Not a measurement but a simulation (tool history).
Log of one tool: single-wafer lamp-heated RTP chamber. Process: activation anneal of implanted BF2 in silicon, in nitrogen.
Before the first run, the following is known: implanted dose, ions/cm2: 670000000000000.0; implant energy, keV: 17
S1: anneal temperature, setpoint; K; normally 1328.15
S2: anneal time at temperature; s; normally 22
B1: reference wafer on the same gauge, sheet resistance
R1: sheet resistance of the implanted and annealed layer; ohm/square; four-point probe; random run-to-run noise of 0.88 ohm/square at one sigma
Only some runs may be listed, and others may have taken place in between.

{"run": 1, "hour": 0.0, "S1": 1328.15, "S2": 25, "B1": 228.74, "R1": 190.3}
{"run": 2, "hour": 21.1, "S1": 1328.15, "S2": 22, "B1": 228.74, "R1": 192.18}
{"run": 3, "hour": 34.3, "S1": 1328.15, "S2": 22, "B1": 228.53, "R1": 192.75}
{"run": 4, "hour": 66.2, "S1": 1328.15, "S2": 22, "B1": 229.31, "R1": 191.04}
{"run": 5, "hour": 89.8, "S1": 1328.15, "S2": 22, "B1": 229.14, "R1": 191.39}
{"run": 6, "hour": 121.6, "S1": 1328.15, "S2": 22, "B1": 229.42, "R1": 193.69}
{"run": 7, "hour": 150.2, "S1": 1328.15, "S2": 16, "B1": 228.72, "R1": 198.03}
{"run": 8, "hour": 184.3, "S1": 1328.15, "S2": 16, "B1": 229, "R1": 195.71}
{"run": 9, "hour": 199.2, "S1": 1328.15, "S2": 22, "B1": 229.11, "R1": 191.2}
{"run": 10, "hour": 227.2, "S1": 1328.15, "S2": 22, "B1": 228.96, "R1": 192.83}
{"run": 11, "hour": 240.5, "S1": 1328.15, "S2": 22, "B1": 228.98, "R1": 190.65}
{"hour": 273.5, "done": "gauge calibrated"}
{"run": 12, "hour": 275.0, "S1": 1328.15, "S2": 22, "B1": 229.04, "R1": 190.87}
{"run": 13, "hour": 308.3, "S1": 1328.15, "S2": 22, "B1": 228.83, "R1": 191.16}
{"hour": 336.5, "done": "reflector plate cleaned"}
{"run": 14, "hour": 343.0, "S1": 1317.15, "S2": 22, "B1": 229.23, "R1": 200.42}
{"hour": 378.3, "done": "pyrometer window cleaned and pyrometer calibrated"}
{"run": 15, "hour": 378.8, "S1": 1317.15, "S2": 22, "B1": 229.02, "R1": 200.08}
{"run": 16, "hour": 396.2, "S1": 1317.15, "S2": 22, "B1": 229.12, "R1": 199.45}
{"run": 17, "hour": 411.7, "S1": 1339.15, "S2": 15, "B1": 228.96, "R1": 194.15}
{"run": 18, "hour": 437.2, "S1": 1328.15, "S2": 22, "B1": 229, "R1": 193.4}
{"run": 19, "hour": 450.6, "S1": 1328.15, "S2": 22, "B1": 228.94, "R1": 195.16}
{"run": 20, "hour": 483.8, "S1": 1328.15, "S2": 22, "B1": 228.96, "R1": 193.12}
{"run": 21, "hour": 503.5, "S1": 1315.15, "S2": 16, "B1": 229.14, "R1": 204.98}
{"run": 22, "hour": 519.9, "S1": 1310.15, "S2": 27, "B1": 228.64, "R1": 199.16}
{"run": 23, "hour": 534.8, "S1": 1328.15, "S2": 22, "B1": 228.68, "R1": 191.76}
{"run": 24, "hour": 557.5, "S1": 1308.15, "S2": 29, "B1": 229.62, "R1": 198.57}
{"run": 25, "hour": 583.6, "S1": 1353.15, "S2": 27, "B1": 228.61, "R1": 181.53}
{"run": 26, "hour": 604.4, "S1": 1306.15, "S2": 13, "B1": 228.89, "R1": 210.8}
{"run": 27, "hour": 633.1, "S1": 1303.15, "S2": 31, "B1": 228.95, "R1": 197.98}
{"run": 28, "hour": 665.4, "S1": 1298.15, "S2": 32, "B1": 228.5, "R1": 201.78}
{"run": 29, "hour": 698.7, "S1": 1328.15, "S2": 22, "B1": 228.53, "R1": 193.5}
{"run": 30, "hour": 724.2, "S1": 1319.15, "S2": 29, "B1": 229.19, "R1": 191.21}
{"run": 31, "hour": 751.6, "S1": 1337.15, "S2": 26, "B1": 228.66, "R1": 188.31}
{"run": 32, "hour": 774.6, "S1": 1328.15, "S2": 22, "B1": 229.34, "R1": 193.81}
{"run": 33, "hour": 787.1, "S1": 1328.15, "S2": 22, "B1": 228.93, "R1": 192.5}
{"run": 34, "hour": 803.7, "S1": 1328.15, "S2": 22, "B1": 229.28, "R1": 191.11}
{"run": 35, "hour": 819.4, "S1": 1303.15, "S2": 15, "B1": 229.02, "R1": 210.57}
{"run": 36, "hour": 841.8, "S1": 1308.15, "S2": 10, "B1": 229.22, "R1": 214.88}
{"run": 37, "hour": 860.8, "S1": 1308.15, "S2": 17, "B1": 229.12, "R1": 205.89}
{"run": 38, "hour": 874.6, "S1": 1328.15, "S2": 15, "B1": 228.75, "R1": 195.58}

Consider 3 possible next runs. They are alternatives, not a sequence: every one starts from the tool as it was left by run 38. What does each give?
{"run": "A", "hour": 875.0, "S1": 1328.15, "S2": 22, "B1": "?", "R1": "?"}
{"run": "B", "hour": 875.0, "S1": 1357.15, "S2": 14, "B1": "?", "R1": "?"}
{"run": "C", "hour": 875.0, "S1": 1309.15, "S2": 32, "B1": "?", "R1": "?"}

run=A B1=229.06 R1=192.39
run=B B1=229.06 R1=189.03
run=C B1=229.06 R1=195.68
Stripped of hidden state, with their random variation kept, the same runs would have yielded:
run=A R1=195.68
run=B R1=191.07
run=C R1=199.56
